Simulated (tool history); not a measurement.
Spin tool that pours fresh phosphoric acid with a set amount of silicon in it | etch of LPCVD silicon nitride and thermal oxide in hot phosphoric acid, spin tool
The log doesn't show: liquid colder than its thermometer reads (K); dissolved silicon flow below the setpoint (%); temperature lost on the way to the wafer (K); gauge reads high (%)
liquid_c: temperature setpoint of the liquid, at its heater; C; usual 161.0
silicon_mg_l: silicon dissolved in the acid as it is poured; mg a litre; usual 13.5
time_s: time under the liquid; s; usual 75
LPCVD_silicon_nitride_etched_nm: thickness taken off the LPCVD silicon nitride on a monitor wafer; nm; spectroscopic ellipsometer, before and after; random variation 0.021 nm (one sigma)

| run | hour | liquid_c | silicon_mg_l | time_s | wafers since the last listed run | hours since the thermometer was replaced | hours since the dissolved silicon flow meter was replaced | hours since the heated supply line was repaired | hours since the gauge calibration | read-back film thickness of the LPCVD silicon nitride reference wafer, read on the same gauge (nm) | LPCVD_silicon_nitride_etched_nm |
|---|---|---|---|---|---|---|---|---|---|---|---|
| 1 | 0.0 | 162.5 | 8.0 | 75 | 0 | 2369.6 | 709.2 | 3265.6 | 1243.8 | 150.00 | 6.26 |
| 2 | 77.1 | 161.0 | 13.5 | 75 | 919 | 2446.7 | 786.3 | 3342.7 | 1320.9 | 149.98 | 5.93 |
|  | 157.2 | thermometer replaced |
|  | 160.8 | dissolved silicon flow meter replaced |
| 3 | 258.2 | 161.0 | 13.5 | 75 | 2134 | 101.0 | 97.4 | 3523.8 | 1502.0 | 150.00 | 5.92 |
| 4 | 363.9 | 161.0 | 13.5 | 75 | 1260 | 206.7 | 203.1 | 3629.5 | 1607.7 | 150.02 | 5.94 |
|  | 366.2 | gauge calibrated |
| 5 | 442.5 | 160.0 | 13.5 | 95 | 936 | 285.3 | 281.7 | 3708.1 | 76.3 | 150.02 | 7.24 |
| 6 | 484.2 | 162.5 | 17.5 | 75 | 497 | 327.0 | 323.4 | 3749.8 | 118.0 | 149.99 | 6.20 |
| 7 | 561.6 | 162.5 | 17.5 | 75 | 922 | 404.4 | 400.8 | 3827.2 | 195.4 | 150.01 | 6.19 |
| 8 | 626.5 | 163.5 | 6.0 | 90 | 773 | 469.3 | 465.7 | 3892.1 | 260.3 | 149.98 | 7.76 |
| 9 | 717.8 | 158.5 | 13.5 | 75 | 1088 | 560.6 | 557.0 | 3983.4 | 351.6 | 150.02 | 5.44 |
| 10 | 809.8 | 162.0 | 10.0 | 120 | 1096 | 652.6 | 649.0 | 4075.4 | 443.6 | 150.01 | 9.77 |
| 11 | 896.8 | 161.0 | 18.0 | 75 | 1037 | 739.6 | 736.0 | 4162.4 | 530.6 | 149.99 | 5.92 |
|  | 976.1 | dissolved silicon flow meter replaced |
| 12 | 986.3 | 161.0 | 22.5 | 75 | 1054 | 829.1 | 10.2 | 4251.9 | 620.1 | 149.99 | 5.89 |
| 13 | 1045.0 | 161.0 | 13.5 | 75 | 699 | 887.8 | 68.9 | 4310.6 | 678.8 | 150.01 | 5.95 |
|  | 1077.7 | heated supply line repaired |
| 14 | 1121.3 | 161.0 | 13.5 | 75 | 897 | 964.1 | 145.2 | 43.6 | 755.1 | 150.00 | 5.90 |
| 15 | 1168.6 | 161.0 | 13.5 | 75 | 563 | 1011.4 | 192.5 | 90.9 | 802.4 | 150.00 | 5.91 |
| 16 | 1245.7 | 163.5 | 16.5 | 40 | 919 | 1088.5 | 269.6 | 168.0 | 879.5 | 150.02 | 3.42 |
| 17 | 1298.3 | 162.0 | 24.0 | 90 | 627 | 1141.1 | 322.2 | 220.6 | 932.1 | 150.02 | 7.31 |
| 18 | 1345.4 | 161.0 | 20.5 | 100 | 561 | 1188.2 | 369.3 | 267.7 | 979.2 | 150.01 | 7.89 |
| 19 | 1399.1 | 161.0 | 13.5 | 110 | 640 | 1241.9 | 423.0 | 321.4 | 1032.9 | 149.97 | 8.67 |
| 20 | 1445.6 | 160.0 | 13.5 | 100 | 554 | 1288.4 | 469.5 | 367.9 | 1079.4 | 150.00 | 7.60 |
| 21 | 1515.4 | 161.0 | 9.5 | 75 | 832 | 1358.2 | 539.3 | 437.7 | 1149.2 | 150.01 | 5.89 |
| 22 | 1616.6 | 158.0 | 22.5 | 55 | 1206 | 1459.4 | 640.5 | 538.9 | 1250.4 | 150.00 | 3.93 |

4 ways to go on from here, each from the tool as it stands after run 22. What would each give?
| A | 1617.0 | 163.0 | 13.5 | 75 | 4 | 1459.8 | 640.9 | 539.3 | 1250.8 | ? | ? |
| B | 1617.0 | 163.5 | 23.5 | 55 | 4 | 1459.8 | 640.9 | 539.3 | 1250.8 | ? | ? |
| C | 1617.0 | 161.0 | 16.5 | 75 | 4 | 1459.8 | 640.9 | 539.3 | 1250.8 | ? | ? |
| D | 1617.0 | 161.0 | 10.5 | 30 | 4 | 1459.8 | 640.9 | 539.3 | 1250.8 | ? | ? |

| run | read-back film thickness of the LPCVD silicon nitride reference wafer, read on the same gauge (nm) | LPCVD_silicon_nitride_etched_nm |
|---|---|---|
| A | 149.98 | 6.35 |
| B | 149.98 | 4.73 |
| C | 149.98 | 5.94 |
| D | 149.98 | 2.38 |
Without the tool's hidden state the same runs would have given:
| run | LPCVD_silicon_nitride_etched_nm |
|---|---|
| A | 6.35 |
| B | 4.73 |
| C | 5.94 |
| D | 2.38 |
